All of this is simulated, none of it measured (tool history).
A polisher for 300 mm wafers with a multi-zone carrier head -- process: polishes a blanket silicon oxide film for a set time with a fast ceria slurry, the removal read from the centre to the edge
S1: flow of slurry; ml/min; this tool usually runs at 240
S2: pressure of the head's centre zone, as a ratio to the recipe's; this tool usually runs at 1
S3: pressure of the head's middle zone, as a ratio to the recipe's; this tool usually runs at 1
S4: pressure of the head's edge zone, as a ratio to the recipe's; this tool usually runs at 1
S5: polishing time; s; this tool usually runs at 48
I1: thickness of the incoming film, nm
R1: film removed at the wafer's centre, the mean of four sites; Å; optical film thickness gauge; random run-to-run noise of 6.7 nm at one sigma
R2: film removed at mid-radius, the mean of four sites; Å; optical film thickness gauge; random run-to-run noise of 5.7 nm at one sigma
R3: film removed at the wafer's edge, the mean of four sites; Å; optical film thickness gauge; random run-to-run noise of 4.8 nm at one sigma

Run 1, hour 0: usual settings; I1 3165.4. Result: R1 5821 Å, R2 5620 Å, R3 5844 Å.
At hour 6.5: slurry nozzle cleaned.
Run 2, hour 86.4: usual settings; I1 3180.7. Result: R1 6325 Å, R2 5932 Å, R3 6219 Å.
Run 3, hour 144.2: usual settings but S2 0.91; I1 3241. Result: R1 5543 Å, R2 5833 Å, R3 6111 Å.
Run 4, hour 188.6: usual settings; I1 3215.9. Result: R1 6027 Å, R2 5732 Å, R3 6040 Å.
At hour 199.7: edge zone pressure recalibrated.
At hour 218.4: worn pad replaced by a new one.
At hour 234.7: carrier head's membrane replaced by a new one.
Run 5, hour 236.9: usual settings; I1 3204.2. Result: R1 6069 Å, R2 5686 Å, R3 6053 Å.
Run 6, hour 299.8: usual settings; I1 3169.7. Result: R1 5954 Å, R2 5578 Å, R3 5921 Å.
Run 7, hour 376.3: usual settings; I1 3190.3. Result: R1 5816 Å, R2 5507 Å, R3 5925 Å.
Run 8, hour 417.6: usual settings; I1 3168.9. Result: R1 5894 Å, R2 5445 Å, R3 5888 Å.
Run 9, hour 487.5: usual settings but S1 285 ml/min, S5 56 s; I1 3152.5. Result: R1 7082 Å, R2 6725 Å, R3 6967 Å.
At hour 498.9: slurry nozzle cleaned.
Run 10, hour 542.6: usual settings but S1 200 ml/min; I1 3210.9. Result: R1 6274 Å, R2 5942 Å, R3 6176 Å.
Run 11, hour 626.5: usual settings but S1 205 ml/min, S2 1.08; I1 3216.9. Result: R1 6483 Å, R2 5725 Å, R3 5978 Å.
At hour 651: worn pad replaced by a new one.
At hour 711.6: centre zone pressure recalibrated.
Run 12, hour 726.2: usual settings but S2 0.92, S3 0.95, S4 0.89, S5 38 s; I1 3137.1. Result: R1 4422 Å, R2 4391 Å, R3 4543 Å.
Run 13, hour 794.1: usual settings but S1 280 ml/min, S5 59 s; I1 3232.6. Result: R1 7647 Å, R2 7211 Å, R3 7552 Å.
Run 14, hour 899.7: usual settings but S4 0.93; I1 3156.4. Result: R1 5845 Å, R2 5671 Å, R3 5758 Å.
At hour 919.5: slurry nozzle cleaned.
Run 15, hour 1003.6: usual settings; I1 3233.4. Result: R1 6119 Å, R2 5875 Å, R3 6154 Å.
At hour 1142.3: edge zone pressure recalibrated.
At hour 1201.5: worn pad replaced by a new one.
Run 16, hour 1326.8: usual settings but S3 0.89, S4 1.11, S5 38 s; I1 3176. Result: R1 4534 Å, R2 3871 Å, R3 4876 Å.
At hour 1332.3: slurry nozzle cleaned.
Run 17, hour 1377.1: usual settings but S2 1.04; I1 3167.1. Result: R1 6645 Å, R2 6118 Å, R3 6283 Å.
Run 18, hour 1420: usual settings; I1 3198.3. Result: R1 6307 Å, R2 5931 Å, R3 6222 Å.
Run 19, hour 1519.7: usual settings; I1 3178. Result: R1 6084 Å, R2 5790 Å, R3 6041 Å.
Run 20, hour 1588.8: usual settings but S2 0.97, S3 0.92; I1 3231.1. Result: R1 5762 Å, R2 5301 Å, R3 6021 Å.
Run 21, hour 1682.8: usual settings; I1 3206.8. Result: R1 5851 Å, R2 5521 Å, R3 5928 Å.
At hour 1701.5: worn pad replaced by a new one.
Run 22, hour 1721.5: usual settings; I1 3201.3. Result: R1 5841 Å, R2 5481 Å, R3 5920 Å.
Run 23, hour 1825.1: usual settings but S1 300 ml/min, S2 0.95, S3 1.12, S4 0.96; I1 3218.7. Result: R1 5811 Å, R2 6420 Å, R3 5950 Å.

State the hidden condition of the tool at each of the runs:
removal rate lost through wear of the pad, %: 0 on each run
deviation of the centre zone's pressure from its setpoint, %: 0 on each run
deviation of the edge zone's pressure from its setpoint, %: 0 on each run
H1: slurry flow missing at the pad, %
run    H1
  1  42.5
  2  21.6
  3  29.3
  4  33.7
  5  37.2
  6  40.4
  7    43
  8  43.9
  9  45.1
 10  11.1
 11  24.2
 12    33
 13  36.5
 14  39.7
 15  26.1
 16  47.7
 17  14.8
 18  22.3
 19  33.5
 20  38.1
 21  41.9
 22  42.9
 23  44.6
